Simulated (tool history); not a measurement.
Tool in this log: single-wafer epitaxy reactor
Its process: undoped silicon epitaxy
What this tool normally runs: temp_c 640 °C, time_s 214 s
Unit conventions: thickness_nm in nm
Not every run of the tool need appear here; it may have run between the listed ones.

run,hour,temp_c,time_s,wafers since the last listed run,hours since the last pyrometer calibration,hours since the gauge calibration,"read-back reference wafer on the same gauge, thickness_nm",thickness_nm
1,0.0,640,214,0,1361.7,693.8,26.727,26.807
# hour 28.5: gauge calibrated
2,41.9,640,214,237,1403.6,13.4,26.674,26.577
3,105.8,640,214,362,1467.5,77.3,26.689,26.597
4,169.9,640,214,363,1531.6,141.4,26.680,26.572
5,218.6,640,214,276,1580.3,190.1,26.733,26.254
6,270.2,640,214,292,1631.9,241.7,26.711,26.424
7,319.4,640,214,279,1681.1,290.9,26.691,26.409
8,367.1,640,214,270,1728.8,338.6,26.684,26.434
9,414.4,627,251,268,1776.1,385.9,26.681,22.964
10,477.8,655,234,359,1839.5,449.3,26.721,40.110

Estimate the outcome of run 11 from the log above:
# hour 489.9: pyrometer calibrated
11,502.0,640,214,91,12.1,473.5,?,?

{"run 11": {"read-back reference wafer on the same gauge, thickness_nm": 26.665, "thickness_nm": 27.914}}
Take away the tool's hidden state, keep the run-to-run variation as it was, and the same run would have given thickness_nm 27.683 nm.
